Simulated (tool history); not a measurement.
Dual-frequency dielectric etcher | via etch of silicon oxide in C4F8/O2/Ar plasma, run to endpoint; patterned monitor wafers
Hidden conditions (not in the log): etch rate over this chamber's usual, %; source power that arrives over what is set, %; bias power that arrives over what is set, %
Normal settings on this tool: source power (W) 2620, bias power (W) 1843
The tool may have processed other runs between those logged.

run,hour,source power (W),bias power (W),wafers since the last listed run,hours since the last wet clean,hours since the last source power generator calibration,hours since the last bias power generator calibration,hours since the last upper electrode change,"incoming incoming film thickness, nm",endpoint time (s)
1,0,2620,1843,0,197.5,2205.5,3028.9,5994.5,815.5,152.8
2,9.4,2620,1843,52,206.9,2214.9,3038.3,6003.9,816.6,154.2
3,19.5,2620,1496,56,217,2225,3048.4,6014,823.4,160.4
4,30,2620,1843,58,227.5,2235.5,3058.9,6024.5,825.4,155.5
5,37.5,2620,1843,41,235,2243,3066.4,6032,822.3,157.4
6,55.3,2620,1843,99,252.8,2260.8,3084.2,6049.8,820.4,154.1
7,64.8,2620,1843,53,262.3,2270.3,3093.7,6059.3,817.7,155.3
8,80.2,2620,2000,86,277.7,2285.7,3109.1,6074.7,810.3,151.6
9,89.1,2620,1688,49,286.6,2294.6,3118,6083.6,823.8,157.9
10,101.8,2620,1688,71,299.3,2307.3,3130.7,6096.3,811.8,155.4
11,117.9,2620,1688,90,315.4,2323.4,3146.8,6112.4,819.3,158.2
12,133.3,2620,1843,86,330.8,2338.8,3162.2,6127.8,811,153.5
13,151,2620,1843,98,348.5,2356.5,3179.9,6145.5,822.1,156.7
14,159.5,2620,1843,47,357,2365,3188.4,6154,815,154.2
15,170.3,2620,1843,60,367.8,2375.8,3199.2,6164.8,804.6,153.3
16,178.5,2780,1582,45,376,2384,3207.4,6173,820,157.2
17,193.8,2620,1843,85,391.3,2399.3,3222.7,6188.3,825.1,157.5
18,210.1,2620,1843,91,407.6,2415.6,3239,6204.6,810.4,156.6
# hour 241.6: wet clean of the chamber
19,242.1,3210,1980,44,0.5,2447.6,3271,6236.6,819.3,132.9
20,242.5,2330,1983,2,0.9,2448,3271.4,6237,818.1,154.7
# hour 277.9: upper electrode replaced
21,279.5,2620,1843,72,37.9,2485,3308.4,1.6,817.6,148.1
22,294.8,2620,1843,85,53.2,2500.3,3323.7,16.9,827.1,150
23,302.6,2990,1669,43,61,2508.1,3331.5,24.7,817.5,142.1
# hour 312.7: bias power generator calibrated
24,314.5,2620,1519,44,72.9,2520,1.8,36.6,820.1,156.6
25,321.3,2620,1843,38,79.7,2526.8,8.6,43.4,815.1,149.3
26,329,3070,2187,43,87.4,2534.5,16.3,51.1,813.5,134.3
27,346.3,3020,2026,96,104.7,2551.8,33.6,68.4,810.5,136
# hour 351.2: source power generator calibrated
28,364,2620,1843,76,122.4,12.8,51.3,86.1,808.9,148.8
29,380.1,3020,2056,90,138.5,28.9,67.4,102.2,819.7,136.6
30,386.7,2620,1843,36,145.1,35.5,74,108.8,816.6,151.1
31,398.3,2050,1991,64,156.7,47.1,85.6,120.4,816.9,166.4
32,407,2120,1481,48,165.4,55.8,94.3,129.1,830.6,178.2
33,421.7,2620,2084,82,180.1,70.5,109,143.8,818.8,147.4
34,431.2,1960,1628,53,189.6,80,118.5,153.3,827.1,179.7
35,442.2,1970,1436,61,200.6,91,129.5,164.3,819,185.2
36,457.8,3170,1843,87,216.2,106.6,145.1,179.9,813.5,137.7

Hidden state or all else? Some run-to-run changes of endpoint time (s), split into what the settings, what came in and random variation would give without the hidden state, and what is left for the hidden state (with any gauge scatter that isn't in both results):
Run 18 -> 19: source power (W) 2620 -> 3210, bias power (W) 1843 -> 1980, wet clean of the chamber. endpoint time (s) -23.7: hidden state -8.1, all else -15.6.
Run 20 -> 21: source power (W) 2330 -> 2620, bias power (W) 1983 -> 1843, upper electrode replaced. endpoint time (s) -6.6: hidden state +0.6, all else -7.2.
Run 32 -> 33: source power (W) 2120 -> 2620, bias power (W) 1481 -> 2084. endpoint time (s) -30.8: hidden state -0.1, all else -30.7.
Run 33 -> 34: source power (W) 2620 -> 1960, bias power (W) 2084 -> 1628. endpoint time (s) +32.3: hidden state +0.6, all else +31.7.
Run 35 -> 36: source power (W) 1970 -> 3170, bias power (W) 1436 -> 1843. endpoint time (s) -47.5: hidden state -0.4, all else -47.1.
